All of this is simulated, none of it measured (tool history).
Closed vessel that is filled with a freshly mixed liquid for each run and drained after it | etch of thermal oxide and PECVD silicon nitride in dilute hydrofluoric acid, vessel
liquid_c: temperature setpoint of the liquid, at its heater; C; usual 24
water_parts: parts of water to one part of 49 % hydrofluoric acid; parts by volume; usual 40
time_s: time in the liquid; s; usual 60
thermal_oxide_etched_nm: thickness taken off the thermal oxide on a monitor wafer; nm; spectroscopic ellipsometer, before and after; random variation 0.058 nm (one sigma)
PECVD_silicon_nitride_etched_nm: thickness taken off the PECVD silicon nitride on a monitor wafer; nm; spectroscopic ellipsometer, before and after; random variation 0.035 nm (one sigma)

| run | hour | liquid_c | water_parts | time_s | read-back film thickness of the thermal oxide reference wafer, read on the same gauge (nm) | read-back film thickness of the PECVD silicon nitride reference wafer, read on the same gauge (nm) | thermal_oxide_etched_nm | PECVD_silicon_nitride_etched_nm |
|---|---|---|---|---|---|---|---|---|
| 1 | 0 | 22.5 | 40 | 85 | 100.01 | 90.006 | 11.96 | 6.446 |
| 2 | 58.6 | 22.5 | 40 | 85 | 100 | 90.014 | 12.24 | 6.526 |
| 3 | 94.7 | 24 | 30 | 60 | 99.99 | 90.024 | 12.3 | 6.73 |
| 4 | 188.3 | 24 | 30 | 60 | 99.98 | 90.015 | 12.47 | 6.707 |
| 5 | 291.7 | 20.5 | 40 | 70 | 100 | 90.035 | 9.29 | 4.763 |
| 6 | 340.8 | 24 | 40 | 40 | 100 | 90.023 | 6.21 | 3.459 |
| 7 | 448.4 | 24 | 40 | 40 | 100 | 89.979 | 6.24 | 3.49 |
| 8 | 513.8 | 24 | 40 | 40 | 100 | 89.999 | 6.28 | 3.592 |
| 9 | 582.8 | 24 | 35 | 60 | 100.01 | 90.003 | 10.88 | 6.061 |
| 10 | 620.6 | 24 | 35 | 60 | 100 | 89.964 | 10.97 | 6.07 |
| 11 | 695.2 | 24 | 35 | 60 | 100.02 | 89.989 | 10.93 | 6.021 |
|  | 783.7 | thermometer replaced |
| 12 | 788.9 | 24 | 40 | 60 | 99.98 | 90.061 | 8.62 | 4.579 |
| 13 | 865 | 29 | 50 | 35 | 100 | 90.035 | 4.93 | 3.044 |
| 14 | 966.7 | 24 | 40 | 60 | 99.99 | 90.022 | 8.68 | 4.618 |
| 15 | 1022.4 | 24 | 50 | 30 | 99.99 | 89.98 | 3.51 | 1.899 |
|  | 1067.8 | gauge calibrated |
|  | 1090.1 | hydrofluoric acid flow meter replaced |
| 16 | 1111.2 | 25.5 | 40 | 60 | 100 | 90.043 | 8.65 | 4.877 |
| 17 | 1186.9 | 20.5 | 25 | 30 | 100.02 | 90.032 | 5.76 | 2.777 |
| 18 | 1292.5 | 21.5 | 30 | 60 | 100 | 89.996 | 10.23 | 4.973 |
| 19 | 1357 | 24 | 50 | 60 | 100 | 90.009 | 6.59 | 3.62 |
| 20 | 1417.5 | 24 | 40 | 60 | 100.01 | 90.008 | 8.44 | 4.463 |
| 21 | 1497.8 | 24 | 40 | 60 | 100.01 | 90.032 | 8.45 | 4.601 |
| 22 | 1587.5 | 24 | 40 | 75 | 100 | 89.952 | 10.78 | 5.828 |
| 23 | 1644.9 | 24 | 50 | 60 | 99.99 | 89.987 | 6.79 | 3.725 |
| 24 | 1733.7 | 26 | 60 | 60 | 99.99 | 90.018 | 6.18 | 3.593 |
| 25 | 1799.8 | 24 | 40 | 90 | 100.01 | 89.996 | 13.05 | 6.998 |
| 26 | 1882.6 | 24 | 40 | 60 | 100 | 89.981 | 8.74 | 4.803 |

The same runs without the tool's hidden state, with the same run-to-run variation:
The hidden state here: liquid hotter than its thermometer reads (K); hydrofluoric acid flow above the setpoint (%); gauge reads high (%).
| run | thermal_oxide_etched_nm | PECVD_silicon_nitride_etched_nm |
|---|---|---|
| 1 | 10.49 | 5.381 |
| 2 | 10.68 | 5.414 |
| 3 | 10.71 | 5.571 |
| 4 | 10.78 | 5.5 |
| 5 | 7.95 | 3.852 |
| 6 | 5.3 | 2.794 |
| 7 | 5.29 | 2.788 |
| 8 | 5.29 | 2.852 |
| 9 | 9.12 | 4.776 |
| 10 | 9.17 | 4.766 |
| 11 | 9.09 | 4.693 |
| 12 | 7.91 | 4.2 |
| 13 | 4.48 | 2.769 |
| 14 | 7.85 | 4.16 |
| 15 | 3.16 | 1.701 |
| 16 | 8.37 | 4.662 |
| 17 | 5.53 | 2.629 |
| 18 | 9.75 | 4.659 |
| 19 | 6.25 | 3.373 |
| 20 | 7.96 | 4.132 |
| 21 | 7.92 | 4.224 |
| 22 | 10.04 | 5.304 |
| 23 | 6.3 | 3.37 |
| 24 | 5.69 | 3.227 |
| 25 | 11.95 | 6.231 |
| 26 | 7.95 | 4.24 |
